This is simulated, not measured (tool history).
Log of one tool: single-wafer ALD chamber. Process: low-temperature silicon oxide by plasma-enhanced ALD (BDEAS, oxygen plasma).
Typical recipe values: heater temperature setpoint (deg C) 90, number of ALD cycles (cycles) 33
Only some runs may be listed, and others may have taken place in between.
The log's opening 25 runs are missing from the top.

| run | hour | heater temperature setpoint (deg C) | number of ALD cycles (cycles) | read-back reference wafer on the same gauge, thickness_nm | mean film thickness on the monitor wafer (nm) |
|---|---|---|---|---|---|
| 26 | 2072.7 | 90 | 37 | 4.032 | 5.257 |
| 27 | 2162.6 | 84 | 38 | 4.031 | 5.494 |
| 28 | 2230.3 | 86 | 38 | 4.029 | 5.437 |
| 29 | 2267.3 | 80 | 36 | 4.03 | 5.293 |
| 30 | 2345.7 | 90 | 33 | 4.031 | 4.681 |
| 31 | 2446.8 | 90 | 33 | 4.034 | 4.64 |
| 32 | 2511.8 | 101 | 36 | 4.028 | 4.902 |
|  | 2542 | gauge calibrated |
| 33 | 2565.8 | 90 | 29 | 4.031 | 4.074 |
| 34 | 2625.7 | 90 | 33 | 4.035 | 4.66 |
| 35 | 2719.1 | 97 | 30 | 4.03 | 4.106 |
| 36 | 2847.1 | 82 | 27 | 4.026 | 3.916 |
| 37 | 2914.3 | 90 | 33 | 4.034 | 4.66 |
| 38 | 2985.2 | 78 | 33 | 4.038 | 4.814 |
| 39 | 3025.4 | 100 | 28 | 4.035 | 3.8 |
| 40 | 3112.4 | 90 | 33 | 4.029 | 4.663 |
| 41 | 3175.2 | 90 | 33 | 4.032 | 4.637 |
| 42 | 3251.9 | 90 | 33 | 4.031 | 4.611 |
| 43 | 3321.7 | 90 | 33 | 4.03 | 4.627 |
| 44 | 3403.9 | 98 | 35 | 4.026 | 4.763 |
| 45 | 3477.2 | 97 | 31 | 4.029 | 4.203 |
| 46 | 3523.9 | 79 | 29 | 4.029 | 4.226 |
| 47 | 3615.9 | 97 | 33 | 4.023 | 4.491 |
| 48 | 3701.2 | 90 | 33 | 4.034 | 4.651 |

Forecast each of these 3 alternatives for the next run:
| A | 3701.7 | 90 | 33 | ? | ? |
| B | 3701.7 | 101 | 37 | ? | ? |
| C | 3701.7 | 76 | 28 | ? | ? |

| run | read-back reference wafer on the same gauge, thickness_nm | mean film thickness on the monitor wafer (nm) |
|---|---|---|
| A | 4.026 | 4.622 |
| B | 4.026 | 5.015 |
| C | 4.026 | 4.143 |
Stripped of hidden state, with their random variation kept, the same runs would have yielded:
| run | mean film thickness on the monitor wafer (nm) |
|---|---|
| A | 4.692 |
| B | 5.054 |
| C | 4.202 |

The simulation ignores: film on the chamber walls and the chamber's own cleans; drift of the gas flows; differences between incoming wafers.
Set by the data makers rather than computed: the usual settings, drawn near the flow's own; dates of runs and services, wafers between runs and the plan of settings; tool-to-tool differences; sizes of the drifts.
